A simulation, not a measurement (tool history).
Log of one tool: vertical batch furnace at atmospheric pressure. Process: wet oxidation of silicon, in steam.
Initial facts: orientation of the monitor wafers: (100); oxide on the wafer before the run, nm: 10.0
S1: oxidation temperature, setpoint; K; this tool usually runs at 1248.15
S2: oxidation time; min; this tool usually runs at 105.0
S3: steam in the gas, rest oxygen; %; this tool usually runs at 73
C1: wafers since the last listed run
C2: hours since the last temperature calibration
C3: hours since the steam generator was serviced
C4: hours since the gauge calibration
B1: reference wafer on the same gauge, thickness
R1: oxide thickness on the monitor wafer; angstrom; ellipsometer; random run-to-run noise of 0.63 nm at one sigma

Run 1, hour 0.0: usual settings but S2 126.5 min; C1 0; C2 4458.4; C3 2591.6; C4 83.8; B1 467.00. Result: R1 4411.8 angstrom.
Run 2, hour 19.0: usual settings but S2 126.5 min; C1 237; C2 4477.4; C3 2610.6; C4 102.8; B1 466.97. Result: R1 4414.6 angstrom.
Run 3, hour 29.1: usual settings but S2 126.5 min; C1 126; C2 4487.5; C3 2620.7; C4 112.9; B1 467.39. Result: R1 4413.0 angstrom.
Run 4, hour 36.3: usual settings; C1 89; C2 4494.7; C3 2627.9; C4 120.1; B1 467.26. Result: R1 3884.0 angstrom.
Run 5, hour 47.1: usual settings; C1 134; C2 4505.5; C3 2638.7; C4 130.9; B1 466.82. Result: R1 3875.0 angstrom.
Run 6, hour 67.0: usual settings but S3 70 %; C1 248; C2 4525.4; C3 2658.6; C4 150.8; B1 467.06. Result: R1 3763.0 angstrom.
Run 7, hour 81.5: usual settings but S3 70 %; C1 181; C2 4539.9; C3 2673.1; C4 165.3; B1 466.93. Result: R1 3768.9 angstrom.
Run 8, hour 116.6: usual settings; C1 438; C2 4575.0; C3 2708.2; C4 200.4; B1 466.92. Result: R1 3863.2 angstrom.
Run 9, hour 126.2: usual settings; C1 119; C2 4584.6; C3 2717.8; C4 210.0; B1 466.80. Result: R1 3857.4 angstrom.
Run 10, hour 138.6: usual settings; C1 154; C2 4597.0; C3 2730.2; C4 222.4; B1 466.64. Result: R1 3872.3 angstrom.
At hour 169.7: steam generator serviced.
Run 11, hour 170.2: usual settings; C1 94; C2 4628.6; C3 0.5; C4 254.0; B1 467.18. Result: R1 4008.5 angstrom.
Run 12, hour 175.3: usual settings; C1 63; C2 4633.7; C3 5.6; C4 259.1; B1 467.24. Result: R1 4012.4 angstrom.
Run 13, hour 180.3: usual settings but S2 63.0 min; C1 62; C2 4638.7; C3 10.6; C4 264.1; B1 467.17. Result: R1 2787.5 angstrom.
Run 14, hour 195.7: usual settings but S2 63.0 min; C1 192; C2 4654.1; C3 26.0; C4 279.5; B1 467.09. Result: R1 2775.1 angstrom.
At hour 208.2: gauge calibrated.
At hour 227.1: thermocouples replaced and temperature profile calibrated.
Run 15, hour 227.6: usual settings but S2 146.5 min, S3 63 %; C1 98; C2 0.5; C3 57.9; C4 19.4; B1 467.06. Result: R1 4564.9 angstrom.
Run 16, hour 232.7: usual settings; C1 63; C2 5.6; C3 63.0; C4 24.5; B1 467.06. Result: R1 4015.4 angstrom.
Run 17, hour 237.7: usual settings but S1 1255.15 K, S2 79.5 min, S3 82 %; C1 62; C2 10.6; C3 68.0; C4 29.5; B1 466.94. Result: R1 3775.7 angstrom.
Run 18, hour 250.6: usual settings but S1 1262.15 K, S3 85 %; C1 161; C2 23.5; C3 80.9; C4 42.4; B1 467.05. Result: R1 4925.0 angstrom.
Run 19, hour 266.8: usual settings but S1 1268.15 K, S2 154.5 min; C1 202; C2 39.7; C3 97.1; C4 58.6; B1 467.18. Result: R1 5961.0 angstrom.
Run 20, hour 287.7: usual settings but S2 137.0 min; C1 261; C2 60.6; C3 118.0; C4 79.5; B1 466.96. Result: R1 4814.1 angstrom.
Run 21, hour 298.5: usual settings but S1 1264.15 K; C1 134; C2 71.4; C3 128.8; C4 90.3; B1 466.83. Result: R1 4515.5 angstrom.
Run 22, hour 313.0: usual settings but S3 81 %; C1 181; C2 85.9; C3 143.3; C4 104.8; B1 466.94. Result: R1 4305.1 angstrom.
Run 23, hour 333.6: usual settings but S1 1259.15 K, S2 87.5 min, S3 63 %; C1 257; C2 106.5; C3 163.9; C4 125.4; B1 466.78. Result: R1 3462.1 angstrom.
Run 24, hour 344.5: usual settings but S3 67 %; C1 136; C2 117.4; C3 174.8; C4 136.3; B1 467.19. Result: R1 3779.6 angstrom.

Estimate the outcome of run 25 from the log above:
Run 25, hour 354.8: usual settings but S1 1271.15 K, S2 70.5 min, S3 65 %; C1 128; C2 127.7; C3 185.1; C4 146.6; B1 ?. Result: R1 ?.

{"run 25": {"B1": 466.97, "R1": 3348.5}}
With the hidden condition absent and the run-to-run variation left alone, this run would have shown R1 3366.8 angstrom.
